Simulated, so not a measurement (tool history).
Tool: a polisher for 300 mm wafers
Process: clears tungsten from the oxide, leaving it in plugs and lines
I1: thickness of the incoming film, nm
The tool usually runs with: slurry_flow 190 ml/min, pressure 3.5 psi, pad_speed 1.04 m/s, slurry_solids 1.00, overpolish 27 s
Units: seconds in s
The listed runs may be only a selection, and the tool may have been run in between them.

Run 1, day 0.000: usual settings; I1 385.0. Result: seconds 108.0 s.
At day 0.421: slurry blender recalibrated.
Run 2, day 3.825: usual settings; I1 389.6. Result: seconds 94.9 s.
Run 3, day 5.175: usual settings but pressure 3.0 psi; I1 386.9. Result: seconds 108.5 s.
At day 5.833: slurry nozzle cleaned.
Run 4, day 6.662: usual settings but pressure 3.0 psi; I1 391.4. Result: seconds 113.9 s.
At day 7.133: worn pad replaced by a new one.
Run 5, day 8.050: usual settings but pressure 3.0 psi; I1 389.7. Result: seconds 116.2 s.
At day 9.042: slurry tank refilled with fresh slurry and peroxide.
Run 6, day 9.379: usual settings; I1 390.3. Result: seconds 106.4 s.
At day 10.304: slurry blender recalibrated.
Run 7, day 10.321: usual settings but pressure 4.0 psi, slurry_solids 1.10; I1 389.2. Result: seconds 77.3 s.
Run 8, day 11.229: usual settings but pressure 4.6 psi, slurry_solids 1.10; I1 386.8. Result: seconds 69.7 s.
Run 9, day 11.729: usual settings but slurry_solids 1.25; I1 384.7. Result: seconds 83.6 s.
Run 10, day 12.517: usual settings but pressure 4.6 psi, slurry_solids 1.10; I1 394.2. Result: seconds 72.4 s.
Run 11, day 13.967: usual settings but slurry_flow 165 ml/min, pressure 2.4 psi, pad_speed 0.84 m/s, slurry_solids 1.10; I1 393.4. Result: seconds 161.4 s.
Run 12, day 15.400: usual settings but slurry_flow 250 ml/min, overpolish 31 s; I1 391.5. Result: seconds 94.0 s.
At day 16.654: worn pad replaced by a new one.
Run 13, day 16.675: usual settings but pressure 3.2 psi, slurry_solids 1.20; I1 391.2. Result: seconds 100.1 s.
Run 14, day 18.029: usual settings but pressure 3.1 psi; I1 391.2. Result: seconds 109.7 s.
Run 15, day 18.808: usual settings but slurry_flow 145 ml/min, pressure 4.1 psi; I1 387.2. Result: seconds 90.9 s.
Run 16, day 19.346: usual settings but slurry_flow 215 ml/min, slurry_solids 0.80; I1 395.7. Result: seconds 110.7 s.
At day 19.925: slurry blender recalibrated.
At day 20.158: slurry tank refilled with fresh slurry and peroxide.
Run 17, day 20.483: usual settings; I1 387.5. Result: seconds 90.0 s.
At day 22.825: slurry nozzle cleaned.
Run 18, day 23.771: usual settings but pressure 2.5 psi; I1 393.6. Result: seconds 126.3 s.
Run 19, day 24.871: usual settings; I1 384.7. Result: seconds 96.4 s.
Run 20, day 25.821: usual settings; I1 391.2. Result: seconds 100.4 s.
At day 27.612: worn pad replaced by a new one.
At day 28.854: slurry tank refilled with fresh slurry and peroxide.
Run 21, day 28.875: usual settings but pad_speed 1.32 m/s; I1 390.1. Result: seconds 83.8 s.
Run 22, day 30.012: usual settings but overpolish 32 s; I1 393.9. Result: seconds 107.8 s.
At day 30.304: slurry blender recalibrated.
Run 23, day 30.938: usual settings; I1 388.2. Result: seconds 92.3 s.
Run 24, day 32.408: usual settings but pressure 4.2 psi, pad_speed 1.24 m/s; I1 391.2. Result: seconds 67.6 s.
Run 25, day 33.133: usual settings but pressure 2.5 psi; I1 391.1. Result: seconds 125.3 s.

Predict each of these 5 candidate next runs independently; none follows another, all start after run 25:
Run A, day 33.150: usual settings but pad_speed 1.28 m/s; I1 386.5. Result: seconds ?.
Run B, day 33.150: usual settings but slurry_flow 170 ml/min, overpolish 38 s; I1 386.5. Result: seconds ?.
Run C, day 33.150: usual settings but pressure 4.4 psi, slurry_solids 0.85, overpolish 22 s; I1 386.5. Result: seconds ?.
Run D, day 33.150: usual settings but pressure 3.9 psi, slurry_solids 1.10; I1 386.5. Result: seconds ?.
Run E, day 33.150: usual settings but slurry_flow 150 ml/min, pad_speed 1.30 m/s; I1 386.5. Result: seconds ?.

run  seconds
  A     75.8
  B     94.7
  C     81.2
  D     82.7
  E     77.1
Had the tool no hidden state, the same runs would have come out as:
run  seconds
  A     72.9
  B     91.0
  C     78.2
  D     79.4
  E     74.1
